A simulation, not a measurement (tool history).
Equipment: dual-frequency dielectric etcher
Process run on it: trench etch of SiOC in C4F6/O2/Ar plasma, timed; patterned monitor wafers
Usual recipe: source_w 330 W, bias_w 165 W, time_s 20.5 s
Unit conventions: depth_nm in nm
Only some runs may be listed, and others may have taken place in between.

run   hour  source_w  bias_w  time_s  wafers since the last listed run  hours since the last wet clean  hours since the last source power generator calibration  hours since the last bias power generator calibration  hours since the last upper electrode change  hours since the gauge calibration  read-back reference wafer on the same gauge, depth_nm  depth_nm
  1      0       330     165    18.5                                 0                           136.1                                                   3122.9                                                 2496.4                                       5639.6                              277.3                                                  45.99     34.07
  2   26.5       330     165    18.5                               324                           162.6                                                   3149.4                                                 2522.9                                       5666.1                              303.8                                                  46.01     34.05
  3   59.1       330     165    18.5                               399                           195.2                                                     3182                                                 2555.5                                       5698.7                              336.4                                                  45.99     33.97
  4   82.1       330     165    20.5                               281                           218.2                                                     3205                                                 2578.5                                       5721.7                              359.4                                                  45.98      37.6
  5  113.1       330     165    20.5                               379                           249.2                                                     3236                                                 2609.5                                       5752.7                              390.4                                                  46.02     37.46
     114.6  -- gauge calibrated
  6  136.9       330     165      17                               291                             273                                                   3259.8                                                 2633.3                                       5776.5                               22.3                                                  46.02     31.05
  7    156       330     165      17                               233                           292.1                                                   3278.9                                                 2652.4                                       5795.6                               41.4                                                  46.02     31.06
  8  170.5       330     165      17                               177                           306.6                                                   3293.4                                                 2666.9                                       5810.1                               55.9                                                     46     31.03
  9  186.4       330     165    20.5                               194                           322.5                                                   3309.3                                                 2682.8                                         5826                               71.8                                                  46.03     37.33
 10  203.9       330     165    20.5                               214                             340                                                   3326.8                                                 2700.3                                       5843.5                               89.3                                                  45.98     37.35
 11    228       380     165    20.5                               294                           364.1                                                   3350.9                                                 2724.4                                       5867.6                              113.4                                                  46.04     40.18
 12  254.6       330     165    20.5                               325                           390.7                                                   3377.5                                                   2751                                       5894.2                                140                                                  46.01     37.16
     300.3  -- wet clean of the chamber
     317.7  -- upper electrode replaced
 13  318.2       330     165    20.5                               271                            17.9                                                   3441.1                                                 2814.6                                          0.5                              203.6                                                  45.99     37.72
 14  318.5       330     165    20.5                                 3                            18.2                                                   3441.4                                                 2814.9                                          0.8                              203.9                                                  46.03     37.68
 15  321.5       390     165    20.5                                36                            21.2                                                   3444.4                                                 2817.9                                          3.8                              206.9                                                  45.99     41.33
 16  347.4       390     152      15                               317                            47.1                                                   3470.3                                                 2843.8                                         29.7                              232.8                                                  46.03     29.63
 17  367.9       300     191      25                               250                            67.6                                                   3490.8                                                 2864.3                                         50.2                              253.3                                                  45.99     44.55
 18  381.7       290     129      17                               168                            81.4                                                   3504.6                                                 2878.1                                           64                              267.1                                                     46     27.78
 19  395.5       410     165      15                               168                            95.2                                                   3518.4                                                 2891.9                                         77.8                              280.9                                                  45.96     30.75
 20  409.2       330     165    18.5                               167                           108.9                                                   3532.1                                                 2905.6                                         91.5                              294.6                                                  46.01     33.77
 21  426.8       280     141    26.5                               215                           126.5                                                   3549.7                                                 2923.2                                        109.1                              312.2                                                  46.03     42.91
 22  442.2       330     165    20.5                               188                           141.9                                                   3565.1                                                 2938.6                                        124.5                              327.6                                                     46     37.35
 23  465.7       260     165    20.5                               287                           165.4                                                   3588.6                                                 2962.1                                          148                              351.1                                                  45.98     32.61
 24    478       370     139    23.5                               150                           177.7                                                   3600.9                                                 2974.4                                        160.3                              363.4                                                     46     44.16
 25  510.1       380     165    20.5                               392                           209.8                                                     3633                                                 3006.5                                        192.4                              395.5                                                  46.02      40.2
     517.1  -- bias power generator calibrated
     519.3  -- source power generator calibrated
 26  534.3       350     165    20.5                               221                             234                                                       15                                                   17.2                                        216.6                              419.7                                                  46.01     39.73
     544.5  -- gauge calibrated
 27  553.1       280     165    17.5                               230                           252.8                                                     33.8                                                     36                                        235.4                                8.6                                                  46.02     30.01
 28  567.3       370     184      23                               173                             267                                                       48                                                   50.2                                        249.6                               22.8                                                  46.01     46.96
 29    659       310     202    20.5                              1122                           358.7                                                    139.7                                                  141.9                                        341.3                              114.5                                                  45.99     38.48
 30    680       290     124    20.5                               257                           379.7                                                    160.7                                                  162.9                                        362.3                              135.5                                                     46     34.01
 31  694.7       410     196    15.5                               179                           394.4                                                    175.4                                                  177.6                                          377                              150.2                                                  45.99     33.48

Here are 3 independent what-if runs from the current tool condition. What would each one return?
  A  695.1       330     165    20.5                                 4                           394.8                                                    175.8                                                    178                                        377.4                              150.6                                                      ?         ?
  B  695.1       310     165      26                                 4                           394.8                                                    175.8                                                    178                                        377.4                              150.6                                                      ?         ?
  C  695.1       310     165    20.5                                 4                           394.8                                                    175.8                                                    178                                        377.4                              150.6                                                      ?         ?

run  read-back reference wafer on the same gauge, depth_nm  depth_nm
  A                                                  45.97     38.31
  B                                                  45.97     46.94
  C                                                  45.97     37.01
The same runs, with their run-to-run variation unchanged, on a tool lacking any hidden condition would have given:
run  depth_nm
  A     38.84
  B     47.59
  C     37.52
